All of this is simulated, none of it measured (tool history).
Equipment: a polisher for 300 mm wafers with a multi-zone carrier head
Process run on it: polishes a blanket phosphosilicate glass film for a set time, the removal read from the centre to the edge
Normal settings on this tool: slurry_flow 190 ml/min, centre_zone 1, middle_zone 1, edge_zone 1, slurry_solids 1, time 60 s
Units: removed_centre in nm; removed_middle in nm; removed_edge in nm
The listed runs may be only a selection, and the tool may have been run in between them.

| run | hour | slurry_flow | centre_zone | middle_zone | edge_zone | slurry_solids | time | incoming thickness of the incoming film, nm | removed_centre | removed_middle | removed_edge |
|---|---|---|---|---|---|---|---|---|---|---|---|
| 1 | 0 | 190 | 1 | 1 | 1 | 1 | 60 | 2028.6 | 677 | 677.8 | 671.5 |
|  | 34.5 | edge zone pressure recalibrated |
|  | 52.1 | slurry nozzle cleaned |
| 2 | 102.2 | 240 | 1 | 1 | 1.04 | 1 | 60 | 2027.9 | 769.1 | 765.7 | 778.6 |
|  | 130.5 | carrier head's membrane replaced by a new one |
| 3 | 206.9 | 190 | 1 | 1 | 1 | 1 | 60 | 2047.9 | 721.6 | 731.2 | 719.4 |
| 4 | 271.1 | 190 | 0.93 | 1 | 1 | 1 | 60 | 2033.3 | 678.6 | 724.4 | 710.2 |
|  | 296.8 | centre zone pressure recalibrated |
| 5 | 348.5 | 190 | 1 | 1 | 1 | 1.2 | 60 | 2017.5 | 766.3 | 774.9 | 799.5 |
| 6 | 452.1 | 190 | 1 | 1 | 1 | 1 | 60 | 2028.9 | 695.2 | 700.4 | 696 |
| 7 | 541.9 | 190 | 1 | 1 | 0.96 | 1 | 60 | 2039.2 | 682.8 | 684.1 | 671.2 |
|  | 572.4 | worn pad replaced by a new one |
| 8 | 579.8 | 220 | 0.91 | 1 | 1 | 1.2 | 81 | 2044.3 | 967.3 | 1062.6 | 1090 |
| 9 | 639.5 | 190 | 1 | 1 | 1 | 1 | 60 | 2021.1 | 685.1 | 685.7 | 698 |
|  | 708.6 | slurry nozzle cleaned |
| 10 | 725.9 | 190 | 1 | 1 | 1 | 1 | 60 | 2056.3 | 738.6 | 734.4 | 759.4 |
|  | 769.2 | edge zone pressure recalibrated |
| 11 | 769.7 | 190 | 1 | 1 | 1 | 1 | 60 | 2040.3 | 735.7 | 726.2 | 743.6 |
| 12 | 849.3 | 155 | 1.04 | 1 | 1 | 1 | 60 | 2029.5 | 722.5 | 690.2 | 690.3 |
| 13 | 939.8 | 145 | 1 | 0.89 | 1 | 1 | 60 | 2065.5 | 659 | 615.2 | 681.1 |
| 14 | 989.5 | 190 | 1 | 1 | 1.11 | 0.75 | 60 | 2016.3 | 594.1 | 601.2 | 618.3 |
| 15 | 1058.4 | 190 | 1 | 1 | 1 | 1 | 44 | 2015.4 | 510.3 | 517.2 | 517.9 |
| 16 | 1147.5 | 225 | 1 | 1 | 1.06 | 1 | 60 | 2030.6 | 707.1 | 707.2 | 722.2 |
| 17 | 1199.4 | 190 | 0.9 | 1 | 1 | 1 | 60 | 2030.6 | 609.9 | 677.6 | 703.2 |
| 18 | 1263.7 | 190 | 0.94 | 1 | 1.07 | 1 | 50 | 2029.6 | 516.8 | 559.2 | 591.8 |
|  | 1306.9 | centre zone pressure recalibrated |
| 19 | 1313.5 | 190 | 1 | 1 | 1.08 | 1.2 | 60 | 2034.6 | 714.1 | 724.7 | 769 |
| 20 | 1407.7 | 250 | 1.08 | 1 | 1 | 1.25 | 60 | 2031.1 | 837.1 | 761.8 | 758.8 |
|  | 1434.1 | worn pad replaced by a new one |
| 21 | 1448.8 | 140 | 1 | 1 | 1 | 1 | 60 | 2028.3 | 577.9 | 601.1 | 629.2 |

Alternative continuations, all from the tool just after run 21; predict every row:
| A | 1449.2 | 190 | 1 | 1 | 1 | 1 | 60 | 2016.3 | ? | ? | ? |
| B | 1449.2 | 190 | 1 | 1 | 1 | 1.1 | 60 | 2016.3 | ? | ? | ? |
| C | 1449.2 | 150 | 0.9 | 1 | 1 | 1 | 60 | 2016.3 | ? | ? | ? |
| D | 1449.2 | 190 | 1 | 0.94 | 1 | 1 | 60 | 2016.3 | ? | ? | ? |

| run | removed_centre | removed_middle | removed_edge |
|---|---|---|---|
| A | 657.6 | 665.4 | 688.4 |
| B | 690.6 | 698.8 | 723 |
| C | 540.5 | 616.1 | 653.6 |
| D | 657.4 | 637 | 688.9 |
Stripped of hidden state, with their random variation kept, the same runs would have yielded:
| run | removed_centre | removed_middle | removed_edge |
|---|---|---|---|
| A | 749.7 | 747 | 748.2 |
| B | 787.3 | 784.5 | 785.8 |
| C | 640.4 | 714.2 | 723.8 |
| D | 749.4 | 715.1 | 748.7 |
